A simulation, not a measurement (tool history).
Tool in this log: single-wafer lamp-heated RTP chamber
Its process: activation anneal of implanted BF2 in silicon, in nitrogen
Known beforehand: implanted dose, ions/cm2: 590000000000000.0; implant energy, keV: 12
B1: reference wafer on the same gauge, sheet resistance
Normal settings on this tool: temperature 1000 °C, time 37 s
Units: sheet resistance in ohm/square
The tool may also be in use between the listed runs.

run 1 hour=0 | temperature=985 time=37 | B1=265.99 | sheet_resistance=264.85
run 2 hour=25.1 | temperature=985 time=37 | B1=265.83 | sheet_resistance=264.74
run 3 hour=71.1 | temperature=985 time=37 | B1=266.34 | sheet_resistance=266.2
run 4 hour=101.6 | temperature=1000 time=27 | B1=265.88 | sheet_resistance=254.14
run 5 hour=165.1 | temperature=1000 time=27 | B1=266.13 | sheet_resistance=252.9
run 6 hour=193.4 | temperature=1000 time=27 | B1=266.29 | sheet_resistance=252.97
-- hour=225.8 pyrometer window cleaned and pyrometer calibrated
run 7 hour=231.1 | temperature=1000 time=37 | B1=266.01 | sheet_resistance=246.49
run 8 hour=280.7 | temperature=1000 time=37 | B1=266.16 | sheet_resistance=246.43
run 9 hour=341.9 | temperature=985 time=37 | B1=265.8 | sheet_resistance=259.83
-- hour=394.8 gauge calibrated
run 10 hour=396.4 | temperature=989 time=31 | B1=265.78 | sheet_resistance=258.59
run 11 hour=431.8 | temperature=985 time=37 | B1=266.24 | sheet_resistance=258.61
-- hour=463.3 pyrometer window cleaned and pyrometer calibrated
run 12 hour=472.1 | temperature=1012 time=20 | B1=266.07 | sheet_resistance=247.76
-- hour=480.8 reflector plate cleaned
run 13 hour=538.9 | temperature=986 time=56 | B1=265.53 | sheet_resistance=256.91
run 14 hour=593.7 | temperature=1000 time=37 | B1=265.59 | sheet_resistance=250.74
run 15 hour=648.5 | temperature=982 time=37 | B1=266.23 | sheet_resistance=271.1
-- hour=688.7 pyrometer window cleaned and pyrometer calibrated
run 16 hour=695.9 | temperature=978 time=46 | B1=266.36 | sheet_resistance=268.94
run 17 hour=727.4 | temperature=1000 time=59 | B1=266.12 | sheet_resistance=239.01

Hidden state, per run?
true wafer temperature minus pyrometer reading, K: 0, the same for each run
gauge reads high (%): 0, the same for each run
H1: wafer temperature error from the tarnished reflector plate, K
run=1 H1=1.85
run=2 H1=2.04
run=3 H1=2.43
run=4 H1=2.72
run=5 H1=3.43
run=6 H1=3.79
run=7 H1=4.31
run=8 H1=5.05
run=9 H1=6.08
run=10 H1=7.1
run=11 H1=7.81
run=12 H1=8.66
run=13 H1=0.0617
run=14 H1=0.21
run=15 H1=0.453
run=16 H1=0.74
run=17 H1=0.97
